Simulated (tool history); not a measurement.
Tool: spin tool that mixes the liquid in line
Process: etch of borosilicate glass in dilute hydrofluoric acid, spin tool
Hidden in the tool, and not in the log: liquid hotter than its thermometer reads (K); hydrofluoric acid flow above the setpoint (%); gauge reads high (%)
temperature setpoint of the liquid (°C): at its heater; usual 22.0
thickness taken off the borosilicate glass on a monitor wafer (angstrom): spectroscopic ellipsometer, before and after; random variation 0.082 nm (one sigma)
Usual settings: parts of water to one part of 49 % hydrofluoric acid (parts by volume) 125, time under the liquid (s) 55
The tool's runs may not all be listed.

run	day	temperature setpoint of the liquid (°C)	parts of water to one part of 49 % hydrofluoric acid (parts by volume)	time under the liquid (s)	wafers since the last listed run	hours since the thermometer was replaced	hours since the hydrofluoric acid flow meter was replaced	hours since the gauge calibration	read-back film thickness of the borosilicate glass reference wafer, read on the same gauge (nm)	thickness taken off the borosilicate glass on a monitor wafer (angstrom)
1	0.000	22.0	125	55	0	1871.6	1280.9	2016.0	110.04	120.9
2	2.600	22.0	125	55	617	1934.0	1343.3	2078.4	109.99	121.0
3	5.496	22.0	125	55	688	2003.5	1412.8	2147.9	110.00	120.1
4	7.104	22.0	125	55	382	2042.1	1451.4	2186.5	109.98	119.8
5	11.308	22.0	125	55	998	2143.0	1552.3	2287.4	110.03	120.8
6	13.179	22.0	80	55	444	2187.9	1597.2	2332.3	109.99	196.5
7	14.812	22.0	80	55	388	2227.1	1636.4	2371.5	110.02	200.6
8	18.912	22.0	80	55	974	2325.5	1734.8	2469.9	110.00	197.2
9	28.079	19.0	170	55	2177	2545.5	1954.8	2689.9	110.01	74.4
10	29.942	19.0	170	55	442	2590.2	1999.5	2734.6	109.98	75.5
11	33.333	24.5	125	55	805	2671.6	2080.9	2816.0	110.00	133.9
12	36.725	22.0	140	45	805	2753.0	2162.3	2897.4	110.03	87.9
# day 38.746: hydrofluoric acid flow meter replaced
# day 38.938: gauge calibrated
13	39.000	22.0	140	45	530	2807.6	6.1	1.5	110.00	87.0
14	41.688	22.0	125	55	638	2872.1	70.6	66.0	110.00	122.5
15	44.312	17.5	165	30	623	2935.1	133.6	129.0	110.01	40.4
16	46.667	22.0	125	55	559	2991.6	190.1	185.5	110.02	120.6
# day 47.704: thermometer replaced
17	55.750	24.5	125	25	2148	193.1	408.1	403.5	109.95	60.9
18	58.704	22.0	125	55	701	264.0	479.0	474.4	109.99	121.2
19	62.821	20.0	165	40	978	362.8	577.8	573.2	109.98	59.0
20	65.429	22.0	125	80	619	425.4	640.4	635.8	110.04	177.2
21	69.533	17.5	185	55	975	523.9	738.9	734.3	110.03	64.2
22	72.646	19.0	100	30	739	598.6	813.6	809.0	110.00	76.1
23	75.212	18.0	110	35	609	660.2	875.2	870.6	110.01	76.6
24	77.200	22.0	125	55	472	707.9	922.9	918.3	110.04	121.9
25	79.250	22.0	125	25	487	757.1	972.1	967.5	110.01	54.9
26	81.579	24.0	75	75	553	813.0	1028.0	1023.4	109.98	314.5
27	88.754	22.0	140	45	1704	985.2	1200.2	1195.6	109.99	86.3
28	91.983	26.5	125	55	767	1062.7	1277.7	1273.1	110.01	144.7
29	94.254	18.5	80	70	539	1117.2	1332.2	1327.6	109.97	220.5
30	98.588	22.0	150	40	1029	1221.2	1436.2	1431.6	109.99	70.9
31	102.450	19.0	75	45	917	1313.9	1528.9	1524.3	109.94	153.4
32	105.988	22.0	125	55	840	1398.8	1613.8	1609.2	109.99	120.8
33	108.979	22.0	125	55	710	1470.6	1685.6	1681.0	110.01	119.6
34	117.346	22.0	125	55	1987	1671.4	1886.4	1881.8	110.00	120.5

The tool's hidden state at each run:
liquid hotter than its thermometer reads (K): 0 in every run
hydrofluoric acid flow above the setpoint (%): 0 in every run
gauge reads high (%): 0 in every run
